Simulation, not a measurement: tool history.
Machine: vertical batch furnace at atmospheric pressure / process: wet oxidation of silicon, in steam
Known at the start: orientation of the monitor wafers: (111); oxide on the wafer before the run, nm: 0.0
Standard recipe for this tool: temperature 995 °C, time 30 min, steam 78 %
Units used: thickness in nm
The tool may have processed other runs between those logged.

run	hour	temperature	time	steam	wafers since the last listed run	hours since the last temperature calibration	hours since the steam generator was serviced	hours since the gauge calibration	read-back reference wafer on the same gauge, thickness	thickness
1	0	995	30	78	0	776.2	1437.7	784.6	257.64	292.17
2	44.1	995	30	78	522	820.3	1481.8	828.7	257.89	291.99
3	139.4	995	30	78	1128	915.6	1577.1	924	257.95	294.44
4	185.1	995	30	78	541	961.3	1622.8	969.7	257.98	294.5
5	241.7	995	30	78	670	1017.9	1679.4	1026.3	257.88	292.51
6	312.1	995	30	78	833	1088.3	1749.8	1096.7	257.95	295.17
7	367.2	995	30	78	652	1143.4	1804.9	1151.8	258.01	297.35
8	470.7	995	30	78	1225	1246.9	1908.4	1255.3	258.01	297.44
# hour 513.7: steam generator serviced
9	574	995	30	78	938	1350.2	60.3	1358.6	258.04	297.42
10	617.2	995	30	78	511	1393.4	103.5	1401.8	257.94	297.11
11	694.3	995	30	78	912	1470.5	180.6	1478.9	258.31	298.74
# hour 745.4: thermocouples replaced and temperature profile calibrated
# hour 761.4: gauge calibrated
12	768.8	995	30	78	597	23.4	255.1	7.4	258.1	289.6
13	847	995	30	78	925	101.6	333.3	85.6	257.83	288.66
14	884.3	995	30	78	441	138.9	370.6	122.9	257.71	290.93
15	953.5	1018	30	90	819	208.1	439.8	192.1	258.12	370.49
16	993.9	995	30	78	478	248.5	480.2	232.5	257.76	291.37
17	1058.6	1007	17	67	766	313.2	544.9	297.2	258.14	191.74

Run 18 is up next; what results do you expect?
18	1142.2	977	42	72	989	396.8	628.5	380.8	?	?

read-back reference wafer on the same gauge, thickness: 257.95
thickness: 304.01 nm
Without the tool's hidden state the same run would have given thickness 302.84 nm.
